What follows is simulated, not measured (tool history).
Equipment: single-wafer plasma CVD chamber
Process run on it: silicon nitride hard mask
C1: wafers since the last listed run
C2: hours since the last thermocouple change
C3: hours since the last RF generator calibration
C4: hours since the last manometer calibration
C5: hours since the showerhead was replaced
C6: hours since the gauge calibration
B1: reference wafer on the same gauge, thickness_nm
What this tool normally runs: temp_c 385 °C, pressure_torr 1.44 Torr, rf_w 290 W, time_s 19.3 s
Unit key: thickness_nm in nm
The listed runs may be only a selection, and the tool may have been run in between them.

run 1 hour=0.0 | temp_c=385 pressure_torr=1.44 rf_w=290 time_s=17.1 | C1=0 C2=2453.0 C3=2500.2 C4=881.5 C5=4253.4 C6=163.2 | B1=23.230 | thickness_nm=17.380
run 2 hour=17.3 | temp_c=385 pressure_torr=1.44 rf_w=265 time_s=19.3 | C1=323 C2=2470.3 C3=2517.5 C4=898.8 C5=4270.7 C6=180.5 | B1=23.205 | thickness_nm=18.748
run 3 hour=24.5 | temp_c=385 pressure_torr=1.44 rf_w=265 time_s=19.3 | C1=134 C2=2477.5 C3=2524.7 C4=906.0 C5=4277.9 C6=187.7 | B1=23.203 | thickness_nm=18.733
run 4 hour=35.7 | temp_c=385 pressure_torr=1.44 rf_w=325 time_s=20.2 | C1=209 C2=2488.7 C3=2535.9 C4=917.2 C5=4289.1 C6=198.9 | B1=23.195 | thickness_nm=21.778
run 5 hour=43.2 | temp_c=389 pressure_torr=1.44 rf_w=290 time_s=19.3 | C1=140 C2=2496.2 C3=2543.4 C4=924.7 C5=4296.6 C6=206.4 | B1=23.220 | thickness_nm=19.596
run 6 hour=51.1 | temp_c=385 pressure_torr=1.44 rf_w=290 time_s=19.3 | C1=147 C2=2504.1 C3=2551.3 C4=932.6 C5=4304.5 C6=214.3 | B1=23.176 | thickness_nm=19.615
run 7 hour=67.9 | temp_c=385 pressure_torr=1.44 rf_w=290 time_s=19.3 | C1=314 C2=2520.9 C3=2568.1 C4=949.4 C5=4321.3 C6=231.1 | B1=23.213 | thickness_nm=19.589
-- hour=80.5 gauge calibrated
run 8 hour=93.5 | temp_c=385 pressure_torr=1.44 rf_w=290 time_s=19.3 | C1=479 C2=2546.5 C3=2593.7 C4=975.0 C5=4346.9 C6=13.0 | B1=23.205 | thickness_nm=19.597
run 9 hour=99.8 | temp_c=385 pressure_torr=1.69 rf_w=290 time_s=19.3 | C1=117 C2=2552.8 C3=2600.0 C4=981.3 C5=4353.2 C6=19.3 | B1=23.217 | thickness_nm=20.819
run 10 hour=109.5 | temp_c=385 pressure_torr=1.69 rf_w=290 time_s=19.3 | C1=181 C2=2562.5 C3=2609.7 C4=991.0 C5=4362.9 C6=29.0 | B1=23.196 | thickness_nm=20.782
run 11 hour=117.4 | temp_c=385 pressure_torr=1.69 rf_w=290 time_s=19.3 | C1=147 C2=2570.4 C3=2617.6 C4=998.9 C5=4370.8 C6=36.9 | B1=23.217 | thickness_nm=20.805
run 12 hour=123.5 | temp_c=385 pressure_torr=1.44 rf_w=320 time_s=20.5 | C1=114 C2=2576.5 C3=2623.7 C4=1005.0 C5=4376.9 C6=43.0 | B1=23.200 | thickness_nm=21.872
run 13 hour=134.0 | temp_c=380 pressure_torr=1.44 rf_w=290 time_s=19.3 | C1=196 C2=2587.0 C3=2634.2 C4=1015.5 C5=4387.4 C6=53.5 | B1=23.214 | thickness_nm=19.668
run 14 hour=146.6 | temp_c=371 pressure_torr=1.44 rf_w=290 time_s=19.3 | C1=235 C2=2599.6 C3=2646.8 C4=1028.1 C5=4400.0 C6=66.1 | B1=23.220 | thickness_nm=19.667
run 15 hour=158.0 | temp_c=385 pressure_torr=1.44 rf_w=290 time_s=19.3 | C1=213 C2=2611.0 C3=2658.2 C4=1039.5 C5=4411.4 C6=77.5 | B1=23.196 | thickness_nm=19.584
run 16 hour=172.5 | temp_c=377 pressure_torr=1.74 rf_w=345 time_s=17.9 | C1=271 C2=2625.5 C3=2672.7 C4=1054.0 C5=4425.9 C6=92.0 | B1=23.196 | thickness_nm=21.375
-- hour=220.3 thermocouple changed; heater temperature recalibrated
run 17 hour=220.8 | temp_c=390 pressure_torr=1.64 rf_w=250 time_s=22.4 | C1=754 C2=0.5 C3=2721.0 C4=1102.3 C5=4474.2 C6=140.3 | B1=23.214 | thickness_nm=21.904
run 18 hour=229.6 | temp_c=385 pressure_torr=1.44 rf_w=245 time_s=18.2 | C1=164 C2=9.3 C3=2729.8 C4=1111.1 C5=4483.0 C6=149.1 | B1=23.213 | thickness_nm=16.761
-- hour=259.4 showerhead replaced, of another model than before
-- hour=260.7 RF generator calibrated
run 19 hour=262.0 | temp_c=385 pressure_torr=1.44 rf_w=290 time_s=19.3 | C1=432 C2=41.7 C3=1.3 C4=1143.5 C5=2.6 C6=181.5 | B1=23.169 | thickness_nm=19.138
run 20 hour=278.8 | temp_c=396 pressure_torr=1.44 rf_w=340 time_s=19.3 | C1=314 C2=58.5 C3=18.1 C4=1160.3 C5=19.4 C6=198.3 | B1=23.194 | thickness_nm=20.078
-- hour=283.7 gauge calibrated
-- hour=289.6 capacitance manometer re-zeroed and calibrated
run 21 hour=290.1 | temp_c=385 pressure_torr=1.44 rf_w=290 time_s=19.3 | C1=61 C2=69.8 C3=29.4 C4=0.5 C5=30.7 C6=6.4 | B1=23.217 | thickness_nm=19.937
run 22 hour=293.0 | temp_c=385 pressure_torr=1.44 rf_w=290 time_s=19.3 | C1=54 C2=72.7 C3=32.3 C4=3.4 C5=33.6 C6=9.3 | B1=23.192 | thickness_nm=19.969
run 23 hour=306.0 | temp_c=399 pressure_torr=1.31 rf_w=290 time_s=17.7 | C1=243 C2=85.7 C3=45.3 C4=16.4 C5=46.6 C6=22.3 | B1=23.196 | thickness_nm=17.209
run 24 hour=316.7 | temp_c=379 pressure_torr=1.65 rf_w=235 time_s=16.0 | C1=200 C2=96.4 C3=56.0 C4=27.1 C5=57.3 C6=33.0 | B1=23.191 | thickness_nm=16.456
run 25 hour=326.3 | temp_c=385 pressure_torr=1.44 rf_w=290 time_s=19.3 | C1=179 C2=106.0 C3=65.6 C4=36.7 C5=66.9 C6=42.6 | B1=23.218 | thickness_nm=20.002
run 26 hour=342.5 | temp_c=380 pressure_torr=1.57 rf_w=320 time_s=18.0 | C1=303 C2=122.2 C3=81.8 C4=52.9 C5=83.1 C6=58.8 | B1=23.200 | thickness_nm=20.173
run 27 hour=357.4 | temp_c=397 pressure_torr=1.65 rf_w=290 time_s=19.3 | C1=279 C2=137.1 C3=96.7 C4=67.8 C5=98.0 C6=73.7 | B1=23.203 | thickness_nm=21.255
run 28 hour=366.3 | temp_c=385 pressure_torr=1.44 rf_w=290 time_s=19.3 | C1=166 C2=146.0 C3=105.6 C4=76.7 C5=106.9 C6=82.6 | B1=23.195 | thickness_nm=19.955
run 29 hour=386.9 | temp_c=385 pressure_torr=1.44 rf_w=290 time_s=19.3 | C1=385 C2=166.6 C3=126.2 C4=97.3 C5=127.5 C6=103.2 | B1=23.202 | thickness_nm=19.897

Each row is a separate what-if for the run after 29, all from the same tool condition, not one after another. Results?
run A hour=387.3 | temp_c=385 pressure_torr=1.78 rf_w=290 time_s=19.3 | C1=7 C2=167.0 C3=126.6 C4=97.7 C5=127.9 C6=103.6 | B1=? | thickness_nm=?
run B hour=387.3 | temp_c=385 pressure_torr=1.44 rf_w=310 time_s=19.3 | C1=7 C2=167.0 C3=126.6 C4=97.7 C5=127.9 C6=103.6 | B1=? | thickness_nm=?
run C hour=387.3 | temp_c=371 pressure_torr=1.44 rf_w=290 time_s=17.0 | C1=7 C2=167.0 C3=126.6 C4=97.7 C5=127.9 C6=103.6 | B1=? | thickness_nm=?
run D hour=387.3 | temp_c=395 pressure_torr=1.44 rf_w=290 time_s=16.1 | C1=7 C2=167.0 C3=126.6 C4=97.7 C5=127.9 C6=103.6 | B1=? | thickness_nm=?

run=A B1=23.183 thickness_nm=22.099
run=B B1=23.183 thickness_nm=20.423
run=C B1=23.183 thickness_nm=17.682
run=D B1=23.183 thickness_nm=16.560
The same runs, with their run-to-run variation unchanged, on a tool lacking any hidden condition would have given:
run=A thickness_nm=22.122
run=B thickness_nm=20.448
run=C thickness_nm=17.703
run=D thickness_nm=16.580

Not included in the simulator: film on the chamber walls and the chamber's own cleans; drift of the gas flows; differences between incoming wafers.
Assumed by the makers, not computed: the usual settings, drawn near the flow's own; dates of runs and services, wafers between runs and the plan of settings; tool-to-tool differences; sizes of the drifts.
